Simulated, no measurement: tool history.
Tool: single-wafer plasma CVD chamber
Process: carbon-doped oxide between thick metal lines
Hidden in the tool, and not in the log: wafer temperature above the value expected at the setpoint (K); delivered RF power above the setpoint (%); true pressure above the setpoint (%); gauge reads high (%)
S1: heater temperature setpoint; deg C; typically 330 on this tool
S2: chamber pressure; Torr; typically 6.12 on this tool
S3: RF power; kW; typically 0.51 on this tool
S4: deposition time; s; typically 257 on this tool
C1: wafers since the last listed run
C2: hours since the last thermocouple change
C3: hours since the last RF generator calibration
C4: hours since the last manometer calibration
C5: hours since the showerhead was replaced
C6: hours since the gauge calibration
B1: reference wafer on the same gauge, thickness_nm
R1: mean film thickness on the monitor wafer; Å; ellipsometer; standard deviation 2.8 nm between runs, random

run   hour   S1    S2     S3   S4   C1      C2      C3      C4      C5     C6        B1        R1
  1      0  330  6.12   0.51  257    0  1393.2   708.8    2535  2990.9  770.4  1299.755  14871.02
  2   18.2  330  6.12   0.51  257  106  1411.4     727  2553.2  3009.1  788.6  1299.573  14826.44
  3   52.4  330  6.12   0.51  257  199  1445.6   761.2  2587.4  3043.3  822.8  1300.432  14814.26
  4   78.5  330  6.12   0.51  257  152  1471.7   787.3  2613.5  3069.4  848.9  1298.861   14776.3
  5  103.1  330  6.12   0.51  257  143  1496.3   811.9  2638.1    3094  873.5  1299.405  14813.14
  6  126.7  330  6.12   0.51  257  137  1519.9   835.5  2661.7  3117.6  897.1  1299.707  14794.93
  7  159.9  330  6.12   0.51  257  193  1553.1   868.7  2694.9  3150.8  930.3  1299.556  14766.65
  8  182.9  330  6.12   0.51  257  134  1576.1   891.7  2717.9  3173.8  953.3  1299.513  14763.66
  9  217.1  330  6.12   0.51  257  199  1610.3   925.9  2752.1    3208  987.5  1299.211  14731.89
     240.9  -- capacitance manometer re-zeroed and calibrated
     254.5  -- showerhead replaced
     281.4  -- gauge calibrated
 10  284.7  330  6.12   0.51  257  301  1677.9   993.5    43.8    30.2    3.3  1300.741  14789.26
 11  317.4  330  6.12   0.51  257  190  1710.6  1026.2    76.5    62.9     36   1300.09   14806.6
 12    343  330  6.12   0.51  257  149  1736.2  1051.8   102.1    88.5   61.6  1299.251  14781.23
     366.5  -- thermocouple changed; heater temperature recalibrated
 13    367  336  5.22   0.58  220   93     0.5  1075.8   126.1   112.5   85.6  1300.034  13007.47
 14  387.9  330  6.12   0.51  257  122    21.4  1096.7     147   133.4  106.5  1299.163  14524.71
 15  403.9  337  4.82   0.51  257   93    37.4  1112.7     163   149.4  122.5  1299.662  13670.35
 16  434.8  330  6.78  0.455  257  180    68.3  1143.6   193.9   180.3  153.4  1299.529   13458.3

Run 17 is up next; what results do you expect?
     453.7  -- RF generator calibrated
 17  466.9  330  6.12  0.51  257  140  100.4  13.2  226  212.4  185.5   ?   ?

Run 17 yielded B1 1300.198, R1 14957.56 Å.
Without the tool's hidden state the same run would have given R1 14995.13 Å.
